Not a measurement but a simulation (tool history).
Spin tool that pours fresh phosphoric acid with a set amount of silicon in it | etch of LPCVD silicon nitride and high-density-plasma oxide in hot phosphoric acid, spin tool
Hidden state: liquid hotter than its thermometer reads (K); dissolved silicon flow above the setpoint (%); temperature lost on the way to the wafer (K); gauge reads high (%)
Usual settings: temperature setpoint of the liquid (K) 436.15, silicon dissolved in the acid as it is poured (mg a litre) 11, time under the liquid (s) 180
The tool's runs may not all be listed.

run,hour,temperature setpoint of the liquid (K),silicon dissolved in the acid as it is poured (mg a litre),time under the liquid (s),wafers since the last listed run,hours since the thermometer was replaced,hours since the dissolved silicon flow meter was replaced,hours since the heated supply line was repaired,hours since the gauge calibration,"read-back film thickness of the LPCVD silicon nitride reference wafer, read on the same gauge (nm)","read-back film thickness of the high-density-plasma oxide reference wafer, read on the same gauge (nm)",thickness taken off the LPCVD silicon nitride on a monitor wafer (nm),thickness taken off the high-density-plasma oxide on a monitor wafer (nm)
1,0,436.15,16.5,180,0,1816.7,1795.7,1301.1,847,50.93,50.954,18.15,0.641
# hour 21.6: dissolved silicon flow meter replaced
2,85.9,436.15,11,180,862,1902.6,64.3,1387,932.9,51.16,51.156,18.45,0.744
3,162.4,436.15,11,180,777,1979.1,140.8,1463.5,1009.4,51.4,51.39,18.59,0.752
4,259.1,436.15,11,100,982,2075.8,237.5,1560.2,1106.1,51.7,51.742,10.38,0.442
5,352.4,436.15,11,100,948,2169.1,330.8,1653.5,1199.4,52.07,52.06,10.41,0.411
6,394.3,436.15,11,180,425,2211,372.7,1695.4,1241.3,52.26,52.158,18.94,0.755
# hour 441.3: heated supply line repaired
7,463,438.15,19,235,687,2279.7,441.4,21.7,1310,52.53,52.484,26.59,0.998
# hour 488.4: gauge calibrated
8,518,437.65,11,180,558,2334.7,496.4,76.7,29.6,50.14,50.177,18.92,0.808
9,573.4,435.15,16.5,130,562,2390.1,551.8,132.1,85,50.17,50.175,12.63,0.425
# hour 633.1: thermometer replaced
10,639.7,434.15,6,250,663,6.6,618.1,198.4,151.3,50.2,50.192,23.36,0.962
11,690.4,433.65,13.5,220,515,57.3,668.8,249.1,202,50.18,50.201,20.42,0.707
12,746.3,438.65,11,280,568,113.2,724.7,305,257.9,50.31,50.218,30.68,1.287
13,809,434.65,8.5,225,637,175.9,787.4,367.7,320.6,50.34,50.384,21.51,0.834
14,879.2,436.15,11,180,713,246.1,857.6,437.9,390.8,50.38,50.351,18.15,0.756
15,945.6,436.15,11,270,674,312.5,924,504.3,457.2,50.47,50.459,26.99,1.08
16,1046.8,436.15,11,180,1028,413.7,1025.2,605.5,558.4,50.64,50.687,18.03,0.748
17,1095.5,433.15,11,180,494,462.4,1073.9,654.2,607.1,50.74,50.726,16.66,0.616
18,1131.6,436.15,11,180,366,498.5,1110,690.3,643.2,50.81,50.808,18.19,0.738
19,1205.8,435.15,7,210,754,572.7,1184.2,764.5,717.4,50.97,50.96,20.61,0.905
20,1299.6,438.65,11,280,953,666.5,1278,858.3,811.2,51.22,51.236,31.1,1.299
21,1355.5,433.65,2.5,180,568,722.4,1333.9,914.2,867.1,51.36,51.392,17.14,0.711

Forecast each of these 4 alternatives for the next run:
A,1356,436.15,11,180,5,722.9,1334.4,914.7,867.6,?,?,?,?
B,1356,433.65,4.5,120,5,722.9,1334.4,914.7,867.6,?,?,?,?
C,1356,438.15,17.5,100,5,722.9,1334.4,914.7,867.6,?,?,?,?
D,1356,437.15,11,180,5,722.9,1334.4,914.7,867.6,?,?,?,?

run,"read-back film thickness of the LPCVD silicon nitride reference wafer, read on the same gauge (nm)","read-back film thickness of the high-density-plasma oxide reference wafer, read on the same gauge (nm)",thickness taken off the LPCVD silicon nitride on a monitor wafer (nm),thickness taken off the high-density-plasma oxide on a monitor wafer (nm)
A,51.39,51.348,18.57,0.728
B,51.39,51.348,11.39,0.464
C,51.39,51.348,11.02,0.399
D,51.39,51.348,19.2,0.783
Without the tool's hidden state the same runs would have given:
run,thickness taken off the LPCVD silicon nitride on a monitor wafer (nm),thickness taken off the high-density-plasma oxide on a monitor wafer (nm)
A,18.08,0.709
B,11.09,0.451
C,10.73,0.388
D,18.69,0.762
